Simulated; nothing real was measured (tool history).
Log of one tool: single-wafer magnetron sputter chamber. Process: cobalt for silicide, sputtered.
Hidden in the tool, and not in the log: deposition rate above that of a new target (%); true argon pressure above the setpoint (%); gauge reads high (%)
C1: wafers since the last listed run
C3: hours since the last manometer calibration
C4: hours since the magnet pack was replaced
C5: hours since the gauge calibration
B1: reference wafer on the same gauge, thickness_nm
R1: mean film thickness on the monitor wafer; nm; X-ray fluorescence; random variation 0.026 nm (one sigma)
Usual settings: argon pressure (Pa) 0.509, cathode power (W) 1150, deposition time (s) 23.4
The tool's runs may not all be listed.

run 1 hour=0.0 | argon_pressure_(Pa)=0.509 cathode_power_(W)=1150 deposition_time_(s)=19.9 | C1=0 wafers_on_the_sputter_target=3579 C3=774.2 C4=4877.8 C5=187.5 | B1=11.695 | R1=10.897
run 2 hour=15.9 | argon_pressure_(Pa)=0.509 cathode_power_(W)=1150 deposition_time_(s)=23.4 | C1=252 wafers_on_the_sputter_target=3831 C3=790.1 C4=4893.7 C5=203.4 | B1=11.698 | R1=12.820
run 3 hour=29.2 | argon_pressure_(Pa)=0.509 cathode_power_(W)=1150 deposition_time_(s)=23.4 | C1=211 wafers_on_the_sputter_target=4043 C3=803.4 C4=4907.0 C5=216.7 | B1=11.699 | R1=12.832
-- hour=42.7 gauge calibrated
run 4 hour=46.5 | argon_pressure_(Pa)=0.509 cathode_power_(W)=1150 deposition_time_(s)=21.5 | C1=275 wafers_on_the_sputter_target=4318 C3=820.7 C4=4924.3 C5=3.8 | B1=11.702 | R1=11.823
run 5 hour=57.5 | argon_pressure_(Pa)=0.509 cathode_power_(W)=1150 deposition_time_(s)=21.5 | C1=174 wafers_on_the_sputter_target=4493 C3=831.7 C4=4935.3 C5=14.8 | B1=11.704 | R1=11.772
run 6 hour=69.3 | argon_pressure_(Pa)=0.652 cathode_power_(W)=1150 deposition_time_(s)=23.4 | C1=187 wafers_on_the_sputter_target=4680 C3=843.5 C4=4947.1 C5=26.6 | B1=11.699 | R1=12.297
run 7 hour=79.0 | argon_pressure_(Pa)=0.570 cathode_power_(W)=1300 deposition_time_(s)=23.4 | C1=154 wafers_on_the_sputter_target=4835 C3=853.2 C4=4956.8 C5=36.3 | B1=11.699 | R1=14.238
run 8 hour=91.8 | argon_pressure_(Pa)=0.570 cathode_power_(W)=1300 deposition_time_(s)=23.4 | C1=203 wafers_on_the_sputter_target=5038 C3=866.0 C4=4969.6 C5=49.1 | B1=11.700 | R1=14.212
run 9 hour=99.3 | argon_pressure_(Pa)=0.509 cathode_power_(W)=1150 deposition_time_(s)=23.4 | C1=119 wafers_on_the_sputter_target=5157 C3=873.5 C4=4977.1 C5=56.6 | B1=11.698 | R1=12.829
run 10 hour=114.2 | argon_pressure_(Pa)=0.362 cathode_power_(W)=1000 deposition_time_(s)=23.4 | C1=236 wafers_on_the_sputter_target=5394 C3=888.4 C4=4992.0 C5=71.5 | B1=11.707 | R1=11.705
run 11 hour=121.5 | argon_pressure_(Pa)=0.509 cathode_power_(W)=1150 deposition_time_(s)=23.4 | C1=116 wafers_on_the_sputter_target=5510 C3=895.7 C4=4999.3 C5=78.8 | B1=11.703 | R1=12.865
run 12 hour=135.5 | argon_pressure_(Pa)=0.509 cathode_power_(W)=1150 deposition_time_(s)=23.4 | C1=222 wafers_on_the_sputter_target=5733 C3=909.7 C4=5013.3 C5=92.8 | B1=11.703 | R1=12.791
run 13 hour=150.8 | argon_pressure_(Pa)=0.509 cathode_power_(W)=1150 deposition_time_(s)=23.4 | C1=243 wafers_on_the_sputter_target=5976 C3=925.0 C4=5028.6 C5=108.1 | B1=11.698 | R1=12.862
run 14 hour=157.4 | argon_pressure_(Pa)=0.509 cathode_power_(W)=1150 deposition_time_(s)=21.3 | C1=104 wafers_on_the_sputter_target=6081 C3=931.6 C4=5035.2 C5=114.7 | B1=11.700 | R1=11.728
run 15 hour=170.0 | argon_pressure_(Pa)=0.509 cathode_power_(W)=1150 deposition_time_(s)=21.3 | C1=200 wafers_on_the_sputter_target=6281 C3=944.2 C4=5047.8 C5=127.3 | B1=11.698 | R1=11.675
run 16 hour=179.3 | argon_pressure_(Pa)=0.509 cathode_power_(W)=1150 deposition_time_(s)=23.4 | C1=147 wafers_on_the_sputter_target=6429 C3=953.5 C4=5057.1 C5=136.6 | B1=11.701 | R1=12.820
run 17 hour=219.4 | argon_pressure_(Pa)=0.509 cathode_power_(W)=1150 deposition_time_(s)=23.4 | C1=637 wafers_on_the_sputter_target=7067 C3=993.6 C4=5097.2 C5=176.7 | B1=11.705 | R1=12.882
run 18 hour=228.7 | argon_pressure_(Pa)=0.509 cathode_power_(W)=1150 deposition_time_(s)=23.4 | C1=147 wafers_on_the_sputter_target=7214 C3=1002.9 C4=5106.5 C5=186.0 | B1=11.705 | R1=12.832
run 19 hour=238.0 | argon_pressure_(Pa)=0.509 cathode_power_(W)=1150 deposition_time_(s)=23.4 | C1=147 wafers_on_the_sputter_target=7362 C3=1012.2 C4=5115.8 C5=195.3 | B1=11.695 | R1=12.860
-- hour=247.2 sputter target and shields replaced
-- hour=251.0 magnet pack replaced
run 20 hour=251.5 | argon_pressure_(Pa)=0.509 cathode_power_(W)=1150 deposition_time_(s)=26.3 | C1=27 wafers_on_the_sputter_target=8 C3=1025.7 C4=0.5 C5=208.8 | B1=11.699 | R1=14.637
run 21 hour=265.3 | argon_pressure_(Pa)=0.455 cathode_power_(W)=1150 deposition_time_(s)=22.0 | C1=219 wafers_on_the_sputter_target=227 C3=1039.5 C4=14.3 C5=222.6 | B1=11.696 | R1=12.453
run 22 hour=273.8 | argon_pressure_(Pa)=0.649 cathode_power_(W)=1400 deposition_time_(s)=23.4 | C1=135 wafers_on_the_sputter_target=363 C3=1048.0 C4=22.8 C5=231.1 | B1=11.700 | R1=15.163
run 23 hour=286.2 | argon_pressure_(Pa)=0.509 cathode_power_(W)=1150 deposition_time_(s)=23.4 | C1=197 wafers_on_the_sputter_target=560 C3=1060.4 C4=35.2 C5=243.5 | B1=11.703 | R1=12.979
run 24 hour=296.3 | argon_pressure_(Pa)=0.509 cathode_power_(W)=1300 deposition_time_(s)=21.6 | C1=160 wafers_on_the_sputter_target=720 C3=1070.5 C4=45.3 C5=253.6 | B1=11.700 | R1=13.567
run 25 hour=307.5 | argon_pressure_(Pa)=0.392 cathode_power_(W)=1150 deposition_time_(s)=23.4 | C1=178 wafers_on_the_sputter_target=898 C3=1081.7 C4=56.5 C5=264.8 | B1=11.703 | R1=13.491
run 26 hour=316.2 | argon_pressure_(Pa)=0.509 cathode_power_(W)=1150 deposition_time_(s)=23.4 | C1=138 wafers_on_the_sputter_target=1037 C3=1090.4 C4=65.2 C5=273.5 | B1=11.700 | R1=13.025
run 27 hour=323.6 | argon_pressure_(Pa)=0.452 cathode_power_(W)=1150 deposition_time_(s)=21.6 | C1=117 wafers_on_the_sputter_target=1154 C3=1097.8 C4=72.6 C5=280.9 | B1=11.705 | R1=12.208
run 28 hour=330.0 | argon_pressure_(Pa)=0.509 cathode_power_(W)=1150 deposition_time_(s)=21.5 | C1=101 wafers_on_the_sputter_target=1256 C3=1104.2 C4=79.0 C5=287.3 | B1=11.693 | R1=11.952
-- hour=339.2 gauge calibrated
-- hour=342.8 capacitance manometer re-zeroed and calibrated
run 29 hour=348.3 | argon_pressure_(Pa)=0.509 cathode_power_(W)=1150 deposition_time_(s)=23.4 | C1=163 wafers_on_the_sputter_target=1420 C3=5.5 C4=97.3 C5=9.1 | B1=11.705 | R1=12.737
run 30 hour=363.1 | argon_pressure_(Pa)=0.509 cathode_power_(W)=1150 deposition_time_(s)=23.4 | C1=235 wafers_on_the_sputter_target=1655 C3=20.3 C4=112.1 C5=23.9 | B1=11.706 | R1=12.759
run 31 hour=377.2 | argon_pressure_(Pa)=0.509 cathode_power_(W)=1150 deposition_time_(s)=23.4 | C1=224 wafers_on_the_sputter_target=1879 C3=34.4 C4=126.2 C5=38.0 | B1=11.699 | R1=12.763
run 32 hour=393.7 | argon_pressure_(Pa)=0.444 cathode_power_(W)=1250 deposition_time_(s)=20.2 | C1=262 wafers_on_the_sputter_target=2142 C3=50.9 C4=142.7 C5=54.5 | B1=11.699 | R1=12.209
run 33 hour=405.0 | argon_pressure_(Pa)=0.509 cathode_power_(W)=1000 deposition_time_(s)=19.9 | C1=179 wafers_on_the_sputter_target=2321 C3=62.2 C4=154.0 C5=65.8 | B1=11.699 | R1=9.455
run 34 hour=421.1 | argon_pressure_(Pa)=0.585 cathode_power_(W)=1050 deposition_time_(s)=26.3 | C1=255 wafers_on_the_sputter_target=2577 C3=78.3 C4=170.1 C5=81.9 | B1=11.695 | R1=12.777
run 35 hour=433.4 | argon_pressure_(Pa)=0.666 cathode_power_(W)=1000 deposition_time_(s)=28.0 | C1=195 wafers_on_the_sputter_target=2773 C3=90.6 C4=182.4 C5=94.2 | B1=11.697 | R1=12.593

What the log doesn't show, run by run:
gauge reads high (%): 0 in every run
H1: deposition rate above that of a new target (%)
H2: true argon pressure above the setpoint (%)
run=1 H1=-0.728 H2=-5.66
run=2 H1=-0.775 H2=-5.94
run=3 H1=-0.815 H2=-6.18
run=4 H1=-0.867 H2=-6.51
run=5 H1=-0.9 H2=-6.71
run=6 H1=-0.935 H2=-6.94
run=7 H1=-0.964 H2=-7.13
run=8 H1=-1 H2=-7.38
run=9 H1=-1.03 H2=-7.53
run=10 H1=-1.07 H2=-7.83
run=11 H1=-1.09 H2=-7.98
run=12 H1=-1.13 H2=-8.27
run=13 H1=-1.18 H2=-8.59
run=14 H1=-1.2 H2=-8.73
run=15 H1=-1.24 H2=-9
run=16 H1=-1.26 H2=-9.2
run=17 H1=-1.39 H2=-10.1
run=18 H1=-1.41 H2=-10.3
run=19 H1=-1.44 H2=-10.5
run=20 H1=-0.31 H2=-10.8
run=21 H1=-0.351 H2=-11.2
run=22 H1=-0.377 H2=-11.4
run=23 H1=-0.414 H2=-11.7
run=24 H1=-0.444 H2=-11.9
run=25 H1=-0.478 H2=-12.2
run=26 H1=-0.504 H2=-12.4
run=27 H1=-0.526 H2=-12.6
run=28 H1=-0.545 H2=-12.7
run=29 H1=-0.6 H2=-0.634
run=30 H1=-0.644 H2=-0.638
run=31 H1=-0.686 H2=-0.647
run=32 H1=-0.736 H2=-0.663
run=33 H1=-0.77 H2=-0.678
run=34 H1=-0.818 H2=-0.703
run=35 H1=-0.855 H2=-0.727
